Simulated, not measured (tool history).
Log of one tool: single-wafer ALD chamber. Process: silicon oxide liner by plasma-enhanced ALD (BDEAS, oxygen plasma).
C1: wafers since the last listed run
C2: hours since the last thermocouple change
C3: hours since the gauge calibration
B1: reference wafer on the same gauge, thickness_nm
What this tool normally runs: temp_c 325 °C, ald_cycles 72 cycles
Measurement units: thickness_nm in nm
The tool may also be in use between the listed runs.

Run 1, hour 0.0: usual settings; C1 0; C2 715.4; C3 589.2; B1 6.804. Result: thickness_nm 5.882 nm.
Run 2, hour 52.6: usual settings; C1 228; C2 768.0; C3 641.8; B1 6.802. Result: thickness_nm 5.871 nm.
Run 3, hour 92.9: usual settings; C1 175; C2 808.3; C3 682.1; B1 6.803. Result: thickness_nm 5.860 nm.
Run 4, hour 150.2: usual settings; C1 248; C2 865.6; C3 739.4; B1 6.800. Result: thickness_nm 5.868 nm.
Run 5, hour 222.6: usual settings but ald_cycles 66 cycles; C1 314; C2 938.0; C3 811.8; B1 6.791. Result: thickness_nm 5.364 nm.
Run 6, hour 324.8: usual settings but ald_cycles 66 cycles; C1 444; C2 1040.2; C3 914.0; B1 6.800. Result: thickness_nm 5.358 nm.
Run 7, hour 367.1: usual settings but ald_cycles 80 cycles; C1 183; C2 1082.5; C3 956.3; B1 6.803. Result: thickness_nm 6.507 nm.
Run 8, hour 452.7: usual settings but ald_cycles 80 cycles; C1 371; C2 1168.1; C3 1041.9; B1 6.802. Result: thickness_nm 6.532 nm.
Run 9, hour 547.6: usual settings but ald_cycles 65 cycles; C1 412; C2 1263.0; C3 1136.8; B1 6.798. Result: thickness_nm 5.308 nm.
Run 10, hour 612.0: usual settings but ald_cycles 65 cycles; C1 279; C2 1327.4; C3 1201.2; B1 6.799. Result: thickness_nm 5.304 nm.
Run 11, hour 718.5: usual settings; C1 462; C2 1433.9; C3 1307.7; B1 6.803. Result: thickness_nm 5.885 nm.
Run 12, hour 775.3: usual settings; C1 246; C2 1490.7; C3 1364.5; B1 6.801. Result: thickness_nm 5.854 nm.
At hour 808.5: gauge calibrated.
Run 13, hour 840.0: usual settings; C1 281; C2 1555.4; C3 31.5; B1 6.797. Result: thickness_nm 5.873 nm.
Run 14, hour 934.1: usual settings but ald_cycles 63 cycles; C1 408; C2 1649.5; C3 125.6; B1 6.802. Result: thickness_nm 5.167 nm.
Run 15, hour 980.1: usual settings; C1 199; C2 1695.5; C3 171.6; B1 6.798. Result: thickness_nm 5.877 nm.
At hour 1038.4: thermocouple changed; heater temperature recalibrated.
Run 16, hour 1066.8: usual settings; C1 341; C2 28.4; C3 258.3; B1 6.803. Result: thickness_nm 5.878 nm.
Run 17, hour 1169.1: usual settings; C1 444; C2 130.7; C3 360.6; B1 6.799. Result: thickness_nm 5.891 nm.
Run 18, hour 1252.6: usual settings but temp_c 332 °C, ald_cycles 81 cycles; C1 362; C2 214.2; C3 444.1; B1 6.801. Result: thickness_nm 6.577 nm.
Run 19, hour 1316.9: usual settings but temp_c 329 °C, ald_cycles 61 cycles; C1 279; C2 278.5; C3 508.4; B1 6.800. Result: thickness_nm 4.981 nm.
Run 20, hour 1354.7: usual settings but temp_c 329 °C, ald_cycles 61 cycles; C1 164; C2 316.3; C3 546.2; B1 6.800. Result: thickness_nm 4.977 nm.
Run 21, hour 1403.4: usual settings but temp_c 311 °C; C1 211; C2 365.0; C3 594.9; B1 6.797. Result: thickness_nm 6.048 nm.
At hour 1427.5: thermocouple changed; heater temperature recalibrated, repeated, since the last time left the tool worse.
Run 22, hour 1510.6: usual settings; C1 431; C2 83.1; C3 702.1; B1 6.795. Result: thickness_nm 5.830 nm.
Run 23, hour 1596.9: usual settings; C1 374; C2 169.4; C3 788.4; B1 6.801. Result: thickness_nm 5.812 nm.
Run 24, hour 1663.8: usual settings but temp_c 314 °C, ald_cycles 59 cycles; C1 290; C2 236.3; C3 855.3; B1 6.801. Result: thickness_nm 4.872 nm.
Run 25, hour 1744.0: usual settings; C1 348; C2 316.5; C3 935.5; B1 6.798. Result: thickness_nm 5.851 nm.
Run 26, hour 1917.9: usual settings but temp_c 329 °C, ald_cycles 76 cycles; C1 755; C2 490.4; C3 1109.4; B1 6.799. Result: thickness_nm 6.131 nm.
Run 27, hour 1964.3: usual settings but temp_c 329 °C, ald_cycles 68 cycles; C1 201; C2 536.8; C3 1155.8; B1 6.805. Result: thickness_nm 5.492 nm.
Run 28, hour 2188.9: usual settings but temp_c 314 °C, ald_cycles 82 cycles; C1 975; C2 761.4; C3 1380.4; B1 6.804. Result: thickness_nm 6.790 nm.
At hour 2208.3: gauge calibrated.
Run 29, hour 2253.3: usual settings but temp_c 335 °C, ald_cycles 68 cycles; C1 279; C2 825.8; C3 45.0; B1 6.800. Result: thickness_nm 5.452 nm.
Run 30, hour 2323.6: usual settings but temp_c 318 °C, ald_cycles 63 cycles; C1 305; C2 896.1; C3 115.3; B1 6.800. Result: thickness_nm 5.159 nm.
Run 31, hour 2388.5: usual settings; C1 281; C2 961.0; C3 180.2; B1 6.798. Result: thickness_nm 5.841 nm.
Run 32, hour 2429.7: usual settings but temp_c 332 °C; C1 179; C2 1002.2; C3 221.4; B1 6.806. Result: thickness_nm 5.797 nm.

What does the tool deliver on the next run?
Run 33, hour 2469.1: usual settings but temp_c 335 °C; C1 171; C2 1041.6; C3 260.8; B1 ?. Result: thickness_nm ?.

{"run 33": {"B1": 6.807, "thickness_nm": 5.763}}
On a tool with no hidden condition, and with the same random variation, this run would have come out at thickness_nm 5.739 nm.

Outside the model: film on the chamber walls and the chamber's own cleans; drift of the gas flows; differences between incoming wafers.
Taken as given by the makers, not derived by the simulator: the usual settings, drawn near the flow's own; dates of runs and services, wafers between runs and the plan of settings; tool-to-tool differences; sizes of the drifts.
